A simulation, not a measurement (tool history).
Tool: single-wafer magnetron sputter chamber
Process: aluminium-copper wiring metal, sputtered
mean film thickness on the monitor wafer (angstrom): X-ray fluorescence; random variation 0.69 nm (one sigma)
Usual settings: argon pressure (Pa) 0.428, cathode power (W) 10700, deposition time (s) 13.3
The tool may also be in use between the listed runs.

run	hour	argon pressure (Pa)	cathode power (W)	deposition time (s)	read-back reference wafer on the same gauge, thickness_nm	mean film thickness on the monitor wafer (angstrom)
1	0.0	0.428	10700	13.3	197.860	2301.86
2	32.8	0.508	10700	13.3	198.050	2141.49
3	48.0	0.508	10700	13.3	197.984	2119.95
4	67.5	0.301	10700	13.3	198.150	2495.56
# hour 78.6: sputter target and shields replaced
5	96.6	0.301	10700	13.3	198.088	2556.07
6	122.1	0.301	10700	13.3	197.805	2524.59
7	157.9	0.428	10700	13.3	198.120	2259.72
# hour 172.9: sputter target and shields replaced
8	181.5	0.428	10700	13.3	197.895	2285.32
9	214.2	0.338	10700	13.3	197.871	2454.94
10	232.7	0.428	10700	13.3	198.093	2251.89
# hour 237.6: gauge calibrated
11	250.9	0.325	13050	15.9	198.197	3575.40
# hour 275.1: sputter target and shields replaced
12	284.7	0.428	10700	15.5	198.080	2640.46
13	315.1	0.428	10700	13.3	198.123	2264.63
14	344.7	0.328	12950	15.9	197.910	3547.78
# hour 368.1: magnet pack replaced
# hour 368.6: capacitance manometer re-zeroed and calibrated
# hour 392.6: sputter target and shields replaced
15	402.0	0.301	12450	11.5	197.853	2602.81
16	419.6	0.428	10700	12.1	197.865	2133.38
17	438.9	0.325	8250	15.4	197.785	2250.53
# hour 489.9: sputter target and shields replaced
18	491.8	0.428	10700	12.4	197.977	2194.21
19	516.7	0.272	10700	12.4	197.969	2475.53

Measured less the same run without the tool's hidden state. The same run-to-run variation is in both; the gauge's scatter may not be:
The hidden state here: deposition rate above that of a new target (%); true argon pressure above the setpoint (%); gauge reads high (%).
run	mean film thickness on the monitor wafer (angstrom)
1	-79.51
2	-109.37
3	-120.89
4	-110.74
5	-61.40
6	-70.81
7	-121.80
8	-100.89
9	-92.42
10	-122.74
11	-166.08
12	-128.70
13	-121.87
14	-165.61
15	-16.84
16	-23.83
17	-25.31
18	-26.85
19	-23.16
